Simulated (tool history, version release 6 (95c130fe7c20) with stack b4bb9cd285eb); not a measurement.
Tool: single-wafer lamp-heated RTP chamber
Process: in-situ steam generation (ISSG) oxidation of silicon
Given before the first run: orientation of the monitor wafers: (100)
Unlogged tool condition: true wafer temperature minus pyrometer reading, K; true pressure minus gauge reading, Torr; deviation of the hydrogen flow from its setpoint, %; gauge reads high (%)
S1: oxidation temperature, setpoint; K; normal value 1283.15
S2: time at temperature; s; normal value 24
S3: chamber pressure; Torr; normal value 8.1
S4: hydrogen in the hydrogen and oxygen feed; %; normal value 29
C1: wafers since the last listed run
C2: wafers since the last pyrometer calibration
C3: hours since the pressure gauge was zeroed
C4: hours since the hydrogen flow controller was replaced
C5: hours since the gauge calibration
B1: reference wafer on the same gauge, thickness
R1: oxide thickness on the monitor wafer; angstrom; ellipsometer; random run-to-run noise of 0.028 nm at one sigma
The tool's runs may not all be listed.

Run 1, day 0.000: usual settings; C1 0; C2 2627; C3 4314.6; C4 27.3; C5 34.9; B1 7.058. Result: R1 67.29 angstrom.
Run 2, day 0.438: usual settings but S3 9.2 Torr; C1 137; C2 2765; C3 4325.1; C4 37.8; C5 45.4; B1 7.059. Result: R1 66.34 angstrom.
Run 3, day 1.029: usual settings but S3 9.2 Torr; C1 185; C2 2951; C3 4339.3; C4 52.0; C5 59.6; B1 7.061. Result: R1 65.53 angstrom.
Run 4, day 1.875: usual settings but S3 9.2 Torr; C1 265; C2 3216; C3 4359.6; C4 72.3; C5 79.9; B1 7.067. Result: R1 66.14 angstrom.
Run 5, day 2.179: usual settings; C1 95; C2 3312; C3 4366.9; C4 79.6; C5 87.2; B1 7.051. Result: R1 67.35 angstrom.
Run 6, day 2.533: usual settings; C1 111; C2 3423; C3 4375.4; C4 88.1; C5 95.7; B1 7.051. Result: R1 67.16 angstrom.
Run 7, day 3.071: usual settings; C1 168; C2 3592; C3 4388.3; C4 101.0; C5 108.6; B1 7.064. Result: R1 67.52 angstrom.
Run 8, day 3.396: usual settings but S1 1275.15 K, S2 29 s, S3 7.6 Torr, S4 32 %; C1 102; C2 3695; C3 4396.1; C4 108.8; C5 116.4; B1 7.061. Result: R1 72.72 angstrom.
Run 9, day 3.988: usual settings but S3 9.3 Torr, S4 32 %; C1 185; C2 3881; C3 4410.3; C4 123.0; C5 130.6; B1 7.062. Result: R1 67.57 angstrom.
Run 10, day 4.467: usual settings but S3 9.3 Torr; C1 150; C2 4031; C3 4421.8; C4 134.5; C5 142.1; B1 7.050. Result: R1 65.85 angstrom.
At day 5.229: pyrometer window cleaned and pyrometer calibrated.
Run 11, day 5.250: usual settings; C1 141; C2 6; C3 4440.6; C4 153.3; C5 160.9; B1 7.054. Result: R1 64.09 angstrom.
Run 12, day 5.554: usual settings; C1 95; C2 101; C3 4447.9; C4 160.6; C5 168.2; B1 7.050. Result: R1 64.09 angstrom.
Run 13, day 6.271: usual settings but S1 1301.15 K, S2 27 s; C1 225; C2 326; C3 4465.1; C4 177.8; C5 185.4; B1 7.049. Result: R1 75.64 angstrom.
Run 14, day 6.575: usual settings but S1 1275.15 K; C1 95; C2 422; C3 4472.4; C4 185.1; C5 192.7; B1 7.071. Result: R1 62.82 angstrom.
Run 15, day 7.133: usual settings; C1 175; C2 598; C3 4485.8; C4 198.5; C5 206.1; B1 7.061. Result: R1 64.82 angstrom.
Run 16, day 7.646: usual settings; C1 161; C2 759; C3 4498.1; C4 210.8; C5 218.4; B1 7.060. Result: R1 65.27 angstrom.
Run 17, day 7.904: usual settings; C1 81; C2 840; C3 4504.3; C4 217.0; C5 224.6; B1 7.063. Result: R1 65.57 angstrom.
At day 8.333: pressure gauge zeroed.
Run 18, day 8.467: usual settings but S1 1266.15 K, S2 16 s, S3 9.4 Torr; C1 72; C2 912; C3 3.2; C4 230.5; C5 238.1; B1 7.049. Result: R1 49.72 angstrom.
Run 19, day 8.979: usual settings but S1 1273.15 K, S3 6.9 Torr, S4 32 %; C1 161; C2 1073; C3 15.5; C4 242.8; C5 250.4; B1 7.055. Result: R1 64.78 angstrom.

The next listed run, before its measurement:
Run 20, day 10.196: usual settings but S1 1274.15 K, S2 17 s, S3 8.8 Torr, S4 32 %; C1 382; C2 1455; C3 44.7; C4 272.0; C5 279.6; B1 ?. Result: R1 ?.

Run 20 came out at B1 7.056, R1 55.00 angstrom.
Take away the tool's hidden state, keep the run-to-run variation as it was, and the same run would have given R1 53.29 angstrom.

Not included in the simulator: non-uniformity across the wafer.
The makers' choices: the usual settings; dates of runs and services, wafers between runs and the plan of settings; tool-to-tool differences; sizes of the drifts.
